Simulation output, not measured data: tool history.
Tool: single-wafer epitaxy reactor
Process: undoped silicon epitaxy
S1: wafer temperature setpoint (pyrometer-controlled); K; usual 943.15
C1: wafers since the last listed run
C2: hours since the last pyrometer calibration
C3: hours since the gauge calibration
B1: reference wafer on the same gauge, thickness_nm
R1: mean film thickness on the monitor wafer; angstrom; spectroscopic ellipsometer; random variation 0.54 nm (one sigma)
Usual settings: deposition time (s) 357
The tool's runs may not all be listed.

Run 1, day 0: usual settings; C1 0; C2 835.6; C3 251.3; B1 87.98. Result: R1 943.6 angstrom.
Run 2, day 0.754: usual settings; C1 93; C2 853.7; C3 269.4; B1 87.956. Result: R1 941.3 angstrom.
Run 3, day 1.892: usual settings; C1 140; C2 881; C3 296.7; B1 88.03. Result: R1 948.17 angstrom.
Run 4, day 2.65: usual settings but S1 934.15 K, deposition time (s) 320; C1 93; C2 899.2; C3 314.9; B1 87.991. Result: R1 712.19 angstrom.
Run 5, day 3.458: usual settings but S1 934.15 K, deposition time (s) 320; C1 100; C2 918.6; C3 334.3; B1 87.957. Result: R1 716.35 angstrom.
Run 6, day 4.808: usual settings; C1 167; C2 951; C3 366.7; B1 87.966. Result: R1 948.79 angstrom.
Run 7, day 5.862: usual settings; C1 130; C2 976.3; C3 392; B1 88.026. Result: R1 942.84 angstrom.
Run 8, day 6.442: usual settings but deposition time (s) 321; C1 71; C2 990.2; C3 405.9; B1 88.029. Result: R1 848.41 angstrom.
Run 9, day 7.654: usual settings but deposition time (s) 321; C1 150; C2 1019.3; C3 435; B1 88.052. Result: R1 844.29 angstrom.
Run 10, day 8.838: usual settings but deposition time (s) 321; C1 146; C2 1047.7; C3 463.4; B1 88.009. Result: R1 848.38 angstrom.
Run 11, day 9.783: usual settings but S1 954.15 K; C1 117; C2 1070.4; C3 486.1; B1 87.996. Result: R1 1156.07 angstrom.
Run 12, day 10.404: usual settings but S1 954.15 K; C1 76; C2 1085.3; C3 501; B1 87.974. Result: R1 1141.64 angstrom.
Run 13, day 11.404: usual settings but S1 930.15 K; C1 123; C2 1109.3; C3 525; B1 88.064. Result: R1 742 angstrom.
At day 13.521: gauge calibrated.
Run 14, day 14.029: usual settings but S1 937.15 K, deposition time (s) 339; C1 325; C2 1172.3; C3 12.2; B1 88.061. Result: R1 794.53 angstrom.
Run 15, day 14.746: usual settings but deposition time (s) 301; C1 88; C2 1189.5; C3 29.4; B1 88.009. Result: R1 788.95 angstrom.
Run 16, day 15.871: usual settings; C1 139; C2 1216.5; C3 56.4; B1 88.058. Result: R1 940.43 angstrom.
Run 17, day 17.183: usual settings but deposition time (s) 298; C1 162; C2 1248; C3 87.9; B1 88.037. Result: R1 790.84 angstrom.
Run 18, day 18.4: usual settings but deposition time (s) 299; C1 150; C2 1277.2; C3 117.1; B1 88.011. Result: R1 784.26 angstrom.
At day 18.754: pyrometer calibrated.
Run 19, day 19.492: usual settings; C1 93; C2 17.7; C3 143.3; B1 87.936. Result: R1 988.88 angstrom.
Run 20, day 20.229: usual settings but S1 931.15 K, deposition time (s) 421; C1 91; C2 35.4; C3 161; B1 87.983. Result: R1 939.23 angstrom.
Run 21, day 21.142: usual settings but S1 936.15 K, deposition time (s) 298; C1 112; C2 57.3; C3 182.9; B1 87.929. Result: R1 730.53 angstrom.
Run 22, day 22.079: usual settings but S1 928.15 K, deposition time (s) 410; C1 116; C2 79.8; C3 205.4; B1 88.086. Result: R1 857.02 angstrom.
Run 23, day 23.238: usual settings but S1 935.15 K, deposition time (s) 407; C1 143; C2 107.6; C3 233.2; B1 88.051. Result: R1 973.05 angstrom.
Run 24, day 24.55: usual settings but S1 938.15 K, deposition time (s) 377; C1 162; C2 139.1; C3 264.7; B1 87.965. Result: R1 957.49 angstrom.

3 ways to go on from here, each from the tool as it stands after run 24. What would each give?
Run A, day 24.571: usual settings; C1 2; C2 139.6; C3 265.2; B1 ?. Result: R1 ?.
Run B, day 24.571: usual settings but deposition time (s) 424; C1 2; C2 139.6; C3 265.2; B1 ?. Result: R1 ?.
Run C, day 24.571: usual settings but S1 935.15 K; C1 2; C2 139.6; C3 265.2; B1 ?. Result: R1 ?.

run      B1       R1
  A  88.034   987.71
  B  88.034  1173.08
  C  88.034   851.61
Without the tool's hidden state the same runs would have given:
run       R1
  A  1000.74
  B  1188.56
  C   863.02
